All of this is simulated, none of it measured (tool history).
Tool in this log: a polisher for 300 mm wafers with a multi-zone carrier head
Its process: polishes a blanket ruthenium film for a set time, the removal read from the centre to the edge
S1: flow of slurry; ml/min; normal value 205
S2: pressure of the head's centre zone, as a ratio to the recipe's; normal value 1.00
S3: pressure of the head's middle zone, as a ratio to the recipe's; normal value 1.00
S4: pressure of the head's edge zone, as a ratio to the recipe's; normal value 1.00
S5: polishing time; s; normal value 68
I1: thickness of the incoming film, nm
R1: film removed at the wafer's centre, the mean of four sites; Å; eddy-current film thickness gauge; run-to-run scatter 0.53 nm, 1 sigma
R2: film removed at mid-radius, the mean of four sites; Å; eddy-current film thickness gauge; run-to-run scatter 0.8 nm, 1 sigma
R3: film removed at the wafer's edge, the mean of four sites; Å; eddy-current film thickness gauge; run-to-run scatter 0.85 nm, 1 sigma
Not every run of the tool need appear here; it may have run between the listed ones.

run 1 hour=0.0 | S1=205 S2=1.00 S3=1.00 S4=1.00 S5=68 | I1=547.3 | R1=832 R2=856 R3=842
-- hour=10.5 centre zone pressure recalibrated
run 2 hour=13.0 | S1=205 S2=1.00 S3=1.00 S4=1.00 S5=68 | I1=556.4 | R1=835 R2=863 R3=831
-- hour=16.4 edge zone pressure recalibrated
run 3 hour=21.5 | S1=205 S2=1.00 S3=0.91 S4=1.00 S5=68 | I1=543.2 | R1=832 R2=819 R3=828
run 4 hour=35.8 | S1=205 S2=1.00 S3=0.91 S4=1.00 S5=68 | I1=542.1 | R1=838 R2=811 R3=840
run 5 hour=51.8 | S1=205 S2=1.00 S3=0.91 S4=1.00 S5=68 | I1=556.3 | R1=837 R2=812 R3=836
run 6 hour=84.8 | S1=205 S2=1.00 S3=1.00 S4=1.00 S5=82 | I1=552.2 | R1=1003 R2=1045 R3=1004
-- hour=97.0 worn pad replaced by a new one
-- hour=98.3 slurry nozzle cleaned
run 7 hour=98.8 | S1=205 S2=1.00 S3=1.00 S4=1.00 S5=68 | I1=562.3 | R1=832 R2=860 R3=852
run 8 hour=108.7 | S1=205 S2=1.00 S3=1.04 S4=0.97 S5=68 | I1=547.3 | R1=839 R2=904 R3=807
run 9 hour=119.8 | S1=170 S2=1.00 S3=1.00 S4=0.94 S5=50 | I1=555.8 | R1=584 R2=614 R3=592
run 10 hour=128.1 | S1=205 S2=0.89 S3=1.00 S4=1.00 S5=58 | I1=549.4 | R1=645 R2=726 R3=720
run 11 hour=144.3 | S1=205 S2=1.00 S3=1.00 S4=1.00 S5=91 | I1=550.7 | R1=1120 R2=1151 R3=1121
-- hour=163.3 carrier head's membrane replaced by a new one
run 12 hour=163.8 | S1=205 S2=1.00 S3=1.00 S4=1.00 S5=75 | I1=544.9 | R1=924 R2=952 R3=926
run 13 hour=175.8 | S1=185 S2=1.07 S3=1.00 S4=1.00 S5=68 | I1=555.7 | R1=871 R2=846 R3=825
run 14 hour=185.2 | S1=140 S2=0.94 S3=1.09 S4=1.09 S5=68 | I1=555.6 | R1=731 R2=847 R3=817
run 15 hour=197.4 | S1=205 S2=1.00 S3=1.04 S4=1.00 S5=68 | I1=552.5 | R1=830 R2=891 R3=843
run 16 hour=212.7 | S1=205 S2=1.00 S3=1.05 S4=1.00 S5=68 | I1=555.5 | R1=830 R2=886 R3=837
-- hour=217.9 worn pad replaced by a new one
run 17 hour=225.9 | S1=205 S2=1.00 S3=1.00 S4=1.00 S5=68 | I1=548.8 | R1=832 R2=861 R3=823
run 18 hour=239.1 | S1=205 S2=1.00 S3=1.00 S4=1.00 S5=68 | I1=551.6 | R1=831 R2=854 R3=843
run 19 hour=256.4 | S1=205 S2=1.00 S3=1.00 S4=0.91 S5=78 | I1=539.1 | R1=958 R2=1011 R3=926
run 20 hour=274.3 | S1=205 S2=1.00 S3=1.00 S4=1.00 S5=68 | I1=543.9 | R1=833 R2=882 R3=846
run 21 hour=285.7 | S1=230 S2=1.00 S3=1.04 S4=1.00 S5=68 | I1=549.8 | R1=856 R2=902 R3=848
run 22 hour=292.3 | S1=205 S2=0.96 S3=1.00 S4=1.00 S5=75 | I1=555.5 | R1=894 R2=964 R3=928
run 23 hour=299.0 | S1=205 S2=1.00 S3=1.03 S4=0.91 S5=68 | I1=549.6 | R1=841 R2=885 R3=805
run 24 hour=305.7 | S1=155 S2=1.05 S3=0.94 S4=1.00 S5=68 | I1=547.7 | R1=824 R2=787 R3=782

Alternative continuations, all from the tool just after run 24; predict every row:
run A hour=306.1 | S1=205 S2=1.00 S3=1.00 S4=1.07 S5=68 | I1=557.9 | R1=? R2=? R3=?
run B hour=306.1 | S1=170 S2=0.93 S3=1.00 S4=1.00 S5=84 | I1=557.9 | R1=? R2=? R3=?
run C hour=306.1 | S1=180 S2=1.09 S3=0.89 S4=1.05 S5=68 | I1=557.9 | R1=? R2=? R3=?

run=A R1=834 R2=861 R3=859
run=B R1=933 R2=1030 R3=1007
run=C R1=878 R2=784 R3=839
Without the tool's unlogged condition, the same runs would have read:
run=A R1=834 R2=861 R3=859
run=B R1=933 R2=1030 R3=1007
run=C R1=878 R2=784 R3=839
